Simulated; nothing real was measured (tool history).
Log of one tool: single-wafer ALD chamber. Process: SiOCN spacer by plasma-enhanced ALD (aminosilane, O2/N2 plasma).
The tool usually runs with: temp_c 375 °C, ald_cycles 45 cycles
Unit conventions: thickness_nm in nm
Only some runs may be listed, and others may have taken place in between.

run,hour,temp_c,ald_cycles,"read-back reference wafer on the same gauge, thickness_nm",thickness_nm
1,0.0,375,45,2.653,2.982
2,28.1,375,45,2.654,2.947
3,61.6,375,45,2.651,2.945
4,93.6,375,45,2.649,2.962
5,147.9,375,45,2.644,2.948
6,217.4,369,41,2.635,2.660
# hour 268.8: thermocouple changed; heater temperature recalibrated
7,269.3,369,41,2.626,2.668
8,321.7,369,41,2.618,2.667
9,350.1,385,45,2.613,2.924
10,413.4,375,45,2.602,2.907
# hour 439.1: gauge calibrated
11,442.5,375,37,2.672,2.453
12,495.2,375,45,2.673,2.971
13,532.2,375,53,2.673,3.514
14,576.4,390,36,2.672,2.385
15,626.6,386,45,2.669,2.986
16,676.3,379,36,2.669,2.377
17,745.4,382,37,2.662,2.454
18,776.7,375,45,2.661,2.963
19,838.4,363,54,2.658,3.549
20,895.7,375,45,2.653,2.987

Consider 4 possible next runs. They are alternatives, not a sequence: every one starts from the tool as it was left by run 20. What does each give?
A,896.2,375,45,?,?
B,896.2,390,37,?,?
C,896.2,379,41,?,?
D,896.2,387,40,?,?

run,"read-back reference wafer on the same gauge, thickness_nm",thickness_nm
A,2.651,2.981
B,2.651,2.451
C,2.651,2.716
D,2.651,2.650
Stripped of hidden state, with their random variation kept, the same runs would have yielded:
run,thickness_nm
A,3.012
B,2.477
C,2.745
D,2.678
